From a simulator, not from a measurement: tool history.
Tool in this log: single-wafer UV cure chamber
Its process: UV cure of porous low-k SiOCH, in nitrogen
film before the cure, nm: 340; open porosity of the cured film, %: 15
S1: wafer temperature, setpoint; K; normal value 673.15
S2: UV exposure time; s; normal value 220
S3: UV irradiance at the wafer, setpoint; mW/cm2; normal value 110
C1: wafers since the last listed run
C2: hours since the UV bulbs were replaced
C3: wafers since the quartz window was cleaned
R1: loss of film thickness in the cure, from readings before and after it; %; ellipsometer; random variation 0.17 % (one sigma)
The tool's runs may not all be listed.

Run 1, day 0: usual settings; C1 0; C2 1021.4; C3 2824. Result: R1 10.086 %.
Run 2, day 1.862: usual settings; C1 320; C2 1066.1; C3 3145. Result: R1 10.012 %.
Run 3, day 4.854: usual settings; C1 515; C2 1137.9; C3 3660. Result: R1 9.959 %.
At day 9.067: quartz window cleaned.
Run 4, day 9.117: usual settings; C1 676; C2 1240.2; C3 8. Result: R1 9.893 %.
Run 5, day 11.15: usual settings; C1 350; C2 1289; C3 358. Result: R1 9.908 %.
Run 6, day 15.042: usual settings but S1 668.15 K; C1 670; C2 1382.4; C3 1029. Result: R1 9.536 %.
Run 7, day 17.5: usual settings but S1 668.15 K; C1 423; C2 1441.4; C3 1452. Result: R1 9.488 %.
Run 8, day 19.529: usual settings but S1 668.15 K; C1 349; C2 1490.1; C3 1802. Result: R1 9.536 %.
At day 20.042: UV bulbs replaced.
Run 9, day 21.038: usual settings but S3 130 mW/cm2; C1 202; C2 23.9; C3 2004. Result: R1 11.36 %.
Run 10, day 25.55: usual settings but S3 130 mW/cm2; C1 777; C2 132.2; C3 2781. Result: R1 11.192 %.
Run 11, day 29.917: usual settings; C1 752; C2 237; C3 3533. Result: R1 10.834 %.
Run 12, day 32.579: usual settings; C1 458; C2 300.9; C3 3992. Result: R1 10.74 %.
Run 13, day 34.558: usual settings; C1 340; C2 348.4; C3 4333. Result: R1 10.562 %.
At day 36.208: quartz window cleaned.
Run 14, day 38.046: usual settings; C1 543; C2 432.1; C3 316. Result: R1 10.641 %.
Run 15, day 39.7: usual settings; C1 284; C2 471.8; C3 601. Result: R1 10.596 %.
Run 16, day 44.133: usual settings; C1 763; C2 578.2; C3 1364. Result: R1 10.405 %.
Run 17, day 50.575: usual settings; C1 1109; C2 732.8; C3 2474. Result: R1 10.273 %.
Run 18, day 52.608: usual settings but S1 680.15 K, S2 185 s; C1 350; C2 781.6; C3 2824. Result: R1 9.629 %.
Run 19, day 54.267: usual settings but S1 680.15 K, S2 185 s; C1 285; C2 821.4; C3 3110. Result: R1 9.64 %.
At day 60.229: quartz window cleaned.
Run 20, day 67.579: usual settings but S1 680.15 K, S2 185 s; C1 2235; C2 1140.9; C3 1265. Result: R1 9.478 %.
Run 21, day 70.967: usual settings but S1 687.15 K, S3 137 mW/cm2; C1 583; C2 1222.2; C3 1849. Result: R1 11.122 %.
Run 22, day 74.642: usual settings; C1 632; C2 1310.4; C3 2482. Result: R1 9.88 %.
Run 23, day 76.862: usual settings; C1 382; C2 1363.7; C3 2864. Result: R1 9.852 %.
Run 24, day 79.917: usual settings but S1 659.15 K, S2 320 s, S3 83 mW/cm2; C1 525; C2 1437; C3 3390. Result: R1 9.708 %.
Run 25, day 83.167: usual settings but S1 659.15 K, S3 77 mW/cm2; C1 559; C2 1515; C3 3950. Result: R1 7.831 %.
At day 83.829: quartz window cleaned.
Run 26, day 86.783: usual settings but S1 687.15 K, S3 137 mW/cm2; C1 565; C2 1601.8; C3 508. Result: R1 10.916 %.
Run 27, day 88.983: usual settings but S1 660.15 K, S2 115 s, S3 127 mW/cm2; C1 378; C2 1654.6; C3 887. Result: R1 7.423 %.
At day 90.367: UV bulbs replaced.
Run 28, day 91.171: usual settings but S1 688.15 K, S2 110 s, S3 149 mW/cm2; C1 319; C2 19.3; C3 1206. Result: R1 9.282 %.
Run 29, day 93.3: usual settings; C1 366; C2 70.4; C3 1573. Result: R1 10.835 %.
Run 30, day 97.779: usual settings but S1 685.15 K, S2 310 s, S3 148 mW/cm2; C1 771; C2 177.9; C3 2344. Result: R1 13.835 %.
Run 31, day 99.279: usual settings but S2 105 s; C1 258; C2 213.9; C3 2603. Result: R1 7.519 %.
Run 32, day 102.696: usual settings but S1 661.15 K, S2 265 s, S3 145 mW/cm2; C1 588; C2 295.9; C3 3191. Result: R1 12.319 %.
Run 33, day 104.783: usual settings but S1 655.15 K, S2 105 s, S3 144 mW/cm2; C1 359; C2 346; C3 3551. Result: R1 8.376 %.
Run 34, day 107.175: usual settings; C1 411; C2 403.4; C3 3963. Result: R1 10.112 %.
At day 107.938: quartz window cleaned.
Run 35, day 109.333: usual settings but S1 656.15 K, S2 120 s; C1 314; C2 455.2; C3 240. Result: R1 7.644 %.
Run 36, day 113.208: usual settings; C1 667; C2 548.2; C3 908. Result: R1 10.555 %.
Run 37, day 115.833: usual settings but S2 120 s, S3 74 mW/cm2; C1 452; C2 611.2; C3 1360. Result: R1 6.37 %.
Run 38, day 119.462: usual settings but S1 683.15 K, S2 155 s, S3 125 mW/cm2; C1 625; C2 698.3; C3 1985. Result: R1 9.416 %.
Run 39, day 121.154: usual settings; C1 291; C2 738.9; C3 2276. Result: R1 10.322 %.
Run 40, day 122.871: usual settings but S1 679.15 K, S2 285 s, S3 80 mW/cm2; C1 295; C2 780.1; C3 2572. Result: R1 9.985 %.
Run 41, day 125.067: usual settings but S1 688.15 K, S3 81 mW/cm2; C1 378; C2 832.8; C3 2950. Result: R1 9.249 %.

Entry by entry between the runs, the difference in hidden state between the last listed run before and the first listed run after:
Run 3 -> run 4: quartz window cleaned (day 9.067)
  lamp output below its setpoint, %: 17.7 -> 19.2
  measured less the result without the state, R1: -0.834 -> -0.912 %
Run 8 -> run 9: UV bulbs replaced (day 20.042)
  lamp output below its setpoint, %: 22.8 -> 0.539
  measured less the result without the state, R1: -1.092 -> -0.024 %
Run 13 -> run 14: quartz window cleaned (day 36.208)
  lamp output below its setpoint, %: 5.23 -> 6.44
  measured less the result without the state, R1: -0.232 -> -0.29 %
Run 19 -> run 20: quartz window cleaned (day 60.229)
  lamp output below its setpoint, %: 12.1 -> 16.7
  measured less the result without the state, R1: -0.542 -> -0.772 %
Run 25 -> run 26: quartz window cleaned (day 83.829)
  lamp output below its setpoint, %: 22.1 -> 23.4
  measured less the result without the state, R1: -0.976 -> -1.179 %
Run 27 -> run 28: UV bulbs replaced (day 90.367)
  lamp output below its setpoint, %: 24.1 -> 0.462
  measured less the result without the state, R1: -1.088 -> -0.019 %
Run 34 -> run 35: quartz window cleaned (day 107.938)
  lamp output below its setpoint, %: 6.02 -> 6.77
  measured less the result without the state, R1: -0.256 -> -0.271 %
